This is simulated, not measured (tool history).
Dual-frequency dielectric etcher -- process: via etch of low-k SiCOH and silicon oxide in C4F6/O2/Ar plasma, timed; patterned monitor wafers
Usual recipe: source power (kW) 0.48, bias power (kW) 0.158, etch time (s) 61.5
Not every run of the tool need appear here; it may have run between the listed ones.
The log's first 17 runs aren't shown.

run   hour  source power (kW)  bias power (kW)  etch time (s)  read-back reference wafer on the same gauge, depth_nm  mean etch depth across the wafer (Å)
 18  239.2               0.48            0.158           61.5                                                  184.6                                  2002
 19  248.4               0.48            0.131           48.5                                                  184.4                                  1430
 20  262.5               0.39            0.143           46.5                                                    184                                  1349
 21  278.8                0.4            0.158           61.5                                                  183.9                                  1898
 22  295.6               0.48            0.131           48.5                                                  184.2                                  1432
 23  308.6               0.48            0.158           61.5                                                    184                                  2019
 24  315.2               0.48            0.123             78                                                  183.9                                  2214
 25  326.6               0.52            0.158           76.5                                                  184.3                                  2556
 26  338.1               0.48             0.13           61.5                                                  184.4                                  1785

Run 27 comes next. What will it give?
 27  354.6               0.44            0.181             54                                                      ?                                     ?

read-back reference wafer on the same gauge, depth_nm: 184.1
mean etch depth across the wafer (Å): 1803
If the tool had no hidden condition, the same run with the same run-to-run variation would have returned mean etch depth across the wafer (Å) 1863.

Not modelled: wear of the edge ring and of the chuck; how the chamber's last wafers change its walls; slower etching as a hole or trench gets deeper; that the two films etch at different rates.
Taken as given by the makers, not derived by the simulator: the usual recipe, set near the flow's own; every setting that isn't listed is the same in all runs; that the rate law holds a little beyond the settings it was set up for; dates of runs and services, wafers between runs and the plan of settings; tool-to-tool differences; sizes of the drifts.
